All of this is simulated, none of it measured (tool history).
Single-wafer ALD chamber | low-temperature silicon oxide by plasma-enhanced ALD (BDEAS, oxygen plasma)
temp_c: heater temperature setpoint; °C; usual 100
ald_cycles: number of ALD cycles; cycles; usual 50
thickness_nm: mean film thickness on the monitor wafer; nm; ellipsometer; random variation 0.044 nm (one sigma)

| run | day | temp_c | ald_cycles | wafers since the last listed run | hours since the last thermocouple change | hours since the gauge calibration | read-back reference wafer on the same gauge, thickness_nm | thickness_nm |
|---|---|---|---|---|---|---|---|---|
| 1 | 0 | 100 | 50 | 0 | 1027.5 | 27.7 | 8.371 | 7.942 |
| 2 | 0.721 | 100 | 50 | 106 | 1044.8 | 45 | 8.363 | 7.875 |
| 3 | 1.204 | 100 | 50 | 71 | 1056.4 | 56.6 | 8.369 | 7.95 |
| 4 | 1.8 | 100 | 50 | 88 | 1070.7 | 70.9 | 8.39 | 7.864 |
| 5 | 2.429 | 100 | 50 | 92 | 1085.8 | 86 | 8.374 | 7.812 |
| 6 | 2.858 | 91 | 50 | 63 | 1096.1 | 96.3 | 8.377 | 8.163 |
| 7 | 3.3 | 91 | 50 | 65 | 1106.7 | 106.9 | 8.382 | 8.159 |
|  | 3.908 | thermocouple changed; heater temperature recalibrated |
| 8 | 3.929 | 100 | 50 | 43 | 0.5 | 122 | 8.367 | 7.905 |
| 9 | 4.325 | 100 | 50 | 58 | 10 | 131.5 | 8.401 | 7.897 |
| 10 | 4.675 | 100 | 50 | 51 | 18.4 | 139.9 | 8.383 | 7.832 |
| 11 | 5.279 | 95 | 57 | 89 | 32.9 | 154.4 | 8.374 | 9.202 |
| 12 | 6.021 | 100 | 44 | 109 | 50.7 | 172.2 | 8.382 | 6.882 |
|  | 7.375 | gauge calibrated |
| 13 | 8.129 | 93 | 54 | 311 | 101.3 | 18.1 | 8.374 | 8.809 |
| 14 | 8.679 | 100 | 50 | 81 | 114.5 | 31.3 | 8.364 | 7.878 |
| 15 | 9.121 | 106 | 43 | 65 | 125.1 | 41.9 | 8.366 | 6.731 |
| 16 | 9.496 | 100 | 50 | 55 | 134.1 | 50.9 | 8.365 | 7.924 |
| 17 | 10.079 | 112 | 59 | 86 | 148.1 | 64.9 | 8.381 | 9.075 |
| 18 | 10.521 | 105 | 53 | 65 | 158.7 | 75.5 | 8.406 | 8.321 |

5 ways to go on from here, each from the tool as it stands after run 18. What would each give?
| A | 10.542 | 100 | 50 | 3 | 159.2 | 76 | ? | ? |
| B | 10.542 | 109 | 50 | 3 | 159.2 | 76 | ? | ? |
| C | 10.542 | 93 | 42 | 3 | 159.2 | 76 | ? | ? |
| D | 10.542 | 109 | 41 | 3 | 159.2 | 76 | ? | ? |
| E | 10.542 | 108 | 44 | 3 | 159.2 | 76 | ? | ? |

| run | read-back reference wafer on the same gauge, thickness_nm | thickness_nm |
|---|---|---|
| A | 8.377 | 7.923 |
| B | 8.377 | 7.776 |
| C | 8.377 | 6.847 |
| D | 8.377 | 6.377 |
| E | 8.377 | 6.858 |
Without the tool's hidden state the same runs would have given:
| run | thickness_nm |
|---|---|
| A | 7.923 |
| B | 7.776 |
| C | 6.847 |
| D | 6.377 |
| E | 6.858 |
